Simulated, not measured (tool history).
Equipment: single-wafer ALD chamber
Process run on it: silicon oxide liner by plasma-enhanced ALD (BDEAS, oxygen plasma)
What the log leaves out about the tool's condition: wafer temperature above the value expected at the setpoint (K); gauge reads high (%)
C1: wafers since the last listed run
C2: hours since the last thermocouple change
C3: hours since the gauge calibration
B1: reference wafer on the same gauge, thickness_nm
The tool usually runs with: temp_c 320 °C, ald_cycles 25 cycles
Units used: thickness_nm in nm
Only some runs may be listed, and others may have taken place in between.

Run 1, hour 0.0: usual settings; C1 0; C2 1763.1; C3 400.4; B1 2.831. Result: thickness_nm 2.443 nm.
Run 2, hour 45.8: usual settings; C1 538; C2 1808.9; C3 446.2; B1 2.826. Result: thickness_nm 2.430 nm.
Run 3, hour 87.4: usual settings; C1 489; C2 1850.5; C3 487.8; B1 2.829. Result: thickness_nm 2.430 nm.
Run 4, hour 144.3: usual settings; C1 669; C2 1907.4; C3 544.7; B1 2.822. Result: thickness_nm 2.434 nm.
Run 5, hour 175.1: usual settings; C1 362; C2 1938.2; C3 575.5; B1 2.825. Result: thickness_nm 2.433 nm.
Run 6, hour 215.8: usual settings; C1 478; C2 1978.9; C3 616.2; B1 2.823. Result: thickness_nm 2.439 nm.
Run 7, hour 283.2: usual settings; C1 792; C2 2046.3; C3 683.6; B1 2.822. Result: thickness_nm 2.438 nm.
Run 8, hour 334.5: usual settings; C1 603; C2 2097.6; C3 734.9; B1 2.823. Result: thickness_nm 2.427 nm.
Run 9, hour 362.5: usual settings; C1 329; C2 2125.6; C3 762.9; B1 2.819. Result: thickness_nm 2.427 nm.
Run 10, hour 392.5: usual settings; C1 352; C2 2155.6; C3 792.9; B1 2.817. Result: thickness_nm 2.436 nm.
Run 11, hour 430.2: usual settings; C1 443; C2 2193.3; C3 830.6; B1 2.822. Result: thickness_nm 2.418 nm.
At hour 440.7: gauge calibrated.
Run 12, hour 578.2: usual settings; C1 1740; C2 2341.3; C3 137.5; B1 2.847. Result: thickness_nm 2.462 nm.
Run 13, hour 619.9: usual settings but temp_c 310 °C; C1 490; C2 2383.0; C3 179.2; B1 2.844. Result: thickness_nm 2.486 nm.
Run 14, hour 671.5: usual settings but ald_cycles 20 cycles; C1 606; C2 2434.6; C3 230.8; B1 2.840. Result: thickness_nm 1.968 nm.
Run 15, hour 714.5: usual settings but temp_c 315 °C, ald_cycles 27 cycles; C1 505; C2 2477.6; C3 273.8; B1 2.837. Result: thickness_nm 2.662 nm.
Run 16, hour 744.0: usual settings; C1 347; C2 2507.1; C3 303.3; B1 2.834. Result: thickness_nm 2.442 nm.
Run 17, hour 806.0: usual settings but temp_c 310 °C, ald_cycles 21 cycles; C1 729; C2 2569.1; C3 365.3; B1 2.829. Result: thickness_nm 2.081 nm.
Run 18, hour 839.4: usual settings; C1 392; C2 2602.5; C3 398.7; B1 2.829. Result: thickness_nm 2.435 nm.
Run 19, hour 892.5: usual settings; C1 624; C2 2655.6; C3 451.8; B1 2.830. Result: thickness_nm 2.433 nm.
Run 20, hour 919.5: usual settings; C1 317; C2 2682.6; C3 478.8; B1 2.828. Result: thickness_nm 2.441 nm.
Run 21, hour 976.4: usual settings but temp_c 331 °C, ald_cycles 28 cycles; C1 669; C2 2739.5; C3 535.7; B1 2.824. Result: thickness_nm 2.691 nm.
At hour 994.5: thermocouple changed; heater temperature recalibrated.
Run 22, hour 1000.6: usual settings; C1 190; C2 6.1; C3 559.9; B1 2.822. Result: thickness_nm 2.434 nm.
Run 23, hour 1068.7: usual settings but temp_c 306 °C, ald_cycles 22 cycles; C1 801; C2 74.2; C3 628.0; B1 2.822. Result: thickness_nm 2.180 nm.
Run 24, hour 1124.5: usual settings but temp_c 326 °C, ald_cycles 28 cycles; C1 656; C2 130.0; C3 683.8; B1 2.821. Result: thickness_nm 2.702 nm.
Run 25, hour 1161.4: usual settings but temp_c 310 °C, ald_cycles 24 cycles; C1 434; C2 166.9; C3 720.7; B1 2.822. Result: thickness_nm 2.362 nm.
Run 26, hour 1223.4: usual settings but temp_c 306 °C, ald_cycles 28 cycles; C1 729; C2 228.9; C3 782.7; B1 2.818. Result: thickness_nm 2.762 nm.
Run 27, hour 1274.6: usual settings but temp_c 329 °C, ald_cycles 29 cycles; C1 602; C2 280.1; C3 833.9; B1 2.818. Result: thickness_nm 2.776 nm.

Below are 4 alternative next runs, each starting from the tool's condition after run 27. Predict each:
Run A, hour 1275.0: usual settings; C1 4; C2 280.5; C3 834.3; B1 ?. Result: thickness_nm ?.
Run B, hour 1275.0: usual settings but temp_c 312 °C, ald_cycles 29 cycles; C1 4; C2 280.5; C3 834.3; B1 ?. Result: thickness_nm ?.
Run C, hour 1275.0: usual settings but temp_c 306 °C, ald_cycles 29 cycles; C1 4; C2 280.5; C3 834.3; B1 ?. Result: thickness_nm ?.
Run D, hour 1275.0: usual settings but temp_c 313 °C, ald_cycles 30 cycles; C1 4; C2 280.5; C3 834.3; B1 ?. Result: thickness_nm ?.

run     B1  thickness_nm
  A  2.818         2.435
  B  2.818         2.856
  C  2.818         2.880
  D  2.818         2.951
Without the tool's unlogged condition, the same runs would have read:
run  thickness_nm
  A         2.471
  B         2.899
  C         2.923
  D         2.995
